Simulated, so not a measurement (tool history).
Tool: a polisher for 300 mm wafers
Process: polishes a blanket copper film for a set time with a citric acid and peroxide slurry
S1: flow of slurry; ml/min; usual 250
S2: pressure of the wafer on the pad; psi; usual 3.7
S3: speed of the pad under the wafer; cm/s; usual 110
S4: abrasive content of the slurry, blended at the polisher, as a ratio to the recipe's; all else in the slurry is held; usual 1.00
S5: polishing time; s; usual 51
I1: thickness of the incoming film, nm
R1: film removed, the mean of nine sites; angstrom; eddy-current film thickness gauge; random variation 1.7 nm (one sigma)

run 1 hour=0.0 | S1=250 S2=3.7 S3=110 S4=1.00 S5=51 | I1=786.9 | R1=1340
run 2 hour=11.1 | S1=250 S2=3.7 S3=110 S4=1.00 S5=51 | I1=790.8 | R1=1333
run 3 hour=21.4 | S1=250 S2=3.7 S3=110 S4=1.00 S5=51 | I1=780.1 | R1=1332
-- hour=29.1 slurry blender recalibrated
run 4 hour=33.4 | S1=250 S2=3.7 S3=110 S4=1.00 S5=51 | I1=781.4 | R1=1326
-- hour=40.8 worn pad replaced by a new one
run 5 hour=43.8 | S1=250 S2=3.7 S3=110 S4=1.00 S5=51 | I1=780.0 | R1=1316
-- hour=57.7 slurry nozzle cleaned
run 6 hour=59.1 | S1=250 S2=3.7 S3=110 S4=1.00 S5=51 | I1=794.0 | R1=1322
run 7 hour=70.1 | S1=250 S2=3.7 S3=110 S4=1.00 S5=51 | I1=786.8 | R1=1298
run 8 hour=86.1 | S1=220 S2=3.7 S3=110 S4=1.00 S5=51 | I1=789.8 | R1=1300
run 9 hour=96.9 | S1=180 S2=3.3 S3=110 S4=0.80 S5=51 | I1=793.3 | R1=1121
run 10 hour=109.5 | S1=185 S2=4.8 S3=110 S4=1.00 S5=41 | I1=782.2 | R1=1211
run 11 hour=121.0 | S1=250 S2=3.7 S3=110 S4=0.90 S5=51 | I1=789.6 | R1=1262
run 12 hour=135.2 | S1=180 S2=3.7 S3=110 S4=1.00 S5=36 | I1=782.5 | R1=886
run 13 hour=142.0 | S1=295 S2=3.7 S3=78 S4=1.00 S5=51 | I1=790.5 | R1=934
run 14 hour=148.6 | S1=250 S2=3.7 S3=110 S4=1.00 S5=51 | I1=776.8 | R1=1280
run 15 hour=156.9 | S1=250 S2=3.7 S3=110 S4=1.00 S5=33 | I1=794.3 | R1=831
-- hour=163.2 worn pad replaced by a new one
run 16 hour=163.7 | S1=250 S2=3.7 S3=110 S4=1.00 S5=51 | I1=783.5 | R1=1292
run 17 hour=170.1 | S1=165 S2=4.7 S3=136 S4=1.00 S5=66 | I1=789.5 | R1=2365
run 18 hour=183.3 | S1=250 S2=4.5 S3=110 S4=1.30 S5=42 | I1=782.0 | R1=1271
run 19 hour=201.2 | S1=250 S2=3.7 S3=110 S4=1.00 S5=51 | I1=799.3 | R1=1269
-- hour=207.3 head pressure recalibrated
run 20 hour=210.3 | S1=165 S2=3.7 S3=94 S4=0.90 S5=51 | I1=790.2 | R1=1111
run 21 hour=222.2 | S1=180 S2=2.7 S3=110 S4=1.10 S5=51 | I1=797.6 | R1=1095
run 22 hour=234.3 | S1=250 S2=3.7 S3=110 S4=1.00 S5=51 | I1=792.3 | R1=1352
-- hour=245.4 slurry blender recalibrated
run 23 hour=263.3 | S1=250 S2=5.0 S3=110 S4=1.00 S5=34 | I1=790.5 | R1=1131
run 24 hour=276.2 | S1=250 S2=3.7 S3=110 S4=0.75 S5=51 | I1=789.2 | R1=1275
-- hour=291.5 worn pad replaced by a new one
run 25 hour=291.9 | S1=250 S2=3.7 S3=110 S4=1.00 S5=51 | I1=803.4 | R1=1380
run 26 hour=302.2 | S1=250 S2=2.8 S3=110 S4=0.70 S5=51 | I1=778.1 | R1=1045
run 27 hour=316.3 | S1=250 S2=3.7 S3=110 S4=1.20 S5=51 | I1=794.9 | R1=1399
run 28 hour=329.2 | S1=250 S2=3.7 S3=110 S4=1.00 S5=61 | I1=797.6 | R1=1609
run 29 hour=341.3 | S1=250 S2=3.7 S3=110 S4=1.00 S5=51 | I1=792.5 | R1=1351
run 30 hour=350.2 | S1=250 S2=3.7 S3=110 S4=1.00 S5=51 | I1=792.2 | R1=1312

4 ways to go on from here, each from the tool as it stands after run 30. What would each give?
run A hour=350.6 | S1=250 S2=3.7 S3=74 S4=1.00 S5=51 | I1=784.8 | R1=?
run B hour=350.6 | S1=250 S2=2.5 S3=110 S4=1.00 S5=51 | I1=784.8 | R1=?
run C hour=350.6 | S1=250 S2=3.7 S3=110 S4=1.00 S5=56 | I1=784.8 | R1=?
run D hour=350.6 | S1=250 S2=4.6 S3=110 S4=1.00 S5=68 | I1=784.8 | R1=?

run=A R1=921
run=B R1=1027
run=C R1=1474
run=D R1=2106
Without the tool's hidden state the same runs would have given:
run=A R1=962
run=B R1=1073
run=C R1=1541
run=D R1=2202

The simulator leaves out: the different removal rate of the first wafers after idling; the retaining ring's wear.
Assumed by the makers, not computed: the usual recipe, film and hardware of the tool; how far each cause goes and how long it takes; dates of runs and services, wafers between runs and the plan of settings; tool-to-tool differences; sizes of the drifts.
